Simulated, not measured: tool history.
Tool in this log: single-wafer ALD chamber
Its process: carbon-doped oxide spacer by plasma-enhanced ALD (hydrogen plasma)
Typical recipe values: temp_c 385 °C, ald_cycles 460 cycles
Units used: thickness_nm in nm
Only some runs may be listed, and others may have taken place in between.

run   hour  temp_c  ald_cycles  wafers since the last listed run  hours since the last thermocouple change  hours since the gauge calibration  read-back reference wafer on the same gauge, thickness_nm  thickness_nm
  1    0.0     385         460                                 0                                    1219.7                              396.2                                                     19.389        22.307
  2   53.5     385         460                                30                                    1273.2                              449.7                                                     19.439        22.331
  3   78.5     385         460                                14                                    1298.2                              474.7                                                     19.391        22.226
  4  125.8     385         460                                27                                    1345.5                              522.0                                                     19.389        22.170
  5  186.6     385         460                                34                                    1406.3                              582.8                                                     19.442        22.195
  6  224.5     379         460                                21                                    1444.2                              620.7                                                     19.399        22.228
  7  270.3     379         460                                26                                    1490.0                              666.5                                                     19.392        22.190
  8  333.5     379         460                                36                                    1553.2                              729.7                                                     19.423        22.272
  9  401.7     385         460                                39                                    1621.4                              797.9                                                     19.413        22.339
 10  461.6     385         460                                34                                    1681.3                              857.8                                                     19.421        22.229
     499.4  -- gauge calibrated
 11  516.3     385         460                                31                                    1736.0                               16.9                                                     19.407        22.213
 12  560.3     385         460                                25                                    1780.0                               60.9                                                     19.417        22.246
 13  592.4     376         419                                18                                    1812.1                               93.0                                                     19.422        20.282
     637.9  -- thermocouple changed; heater temperature recalibrated
 14  652.7     380         486                                29                                      14.8                              153.3                                                     19.398        23.633
 15  679.3     372         404                                15                                      41.4                              179.9                                                     19.406        19.593

Estimate the outcome of run 16 from the log above:
 16  710.4     385         507                                17                                      72.5                              211.0                                                          ?             ?

Run 16 measured read-back reference wafer on the same gauge, thickness_nm 19.378, thickness_nm 24.470 nm.
With no hidden state in the tool, this same run would have given thickness_nm 24.470 nm.
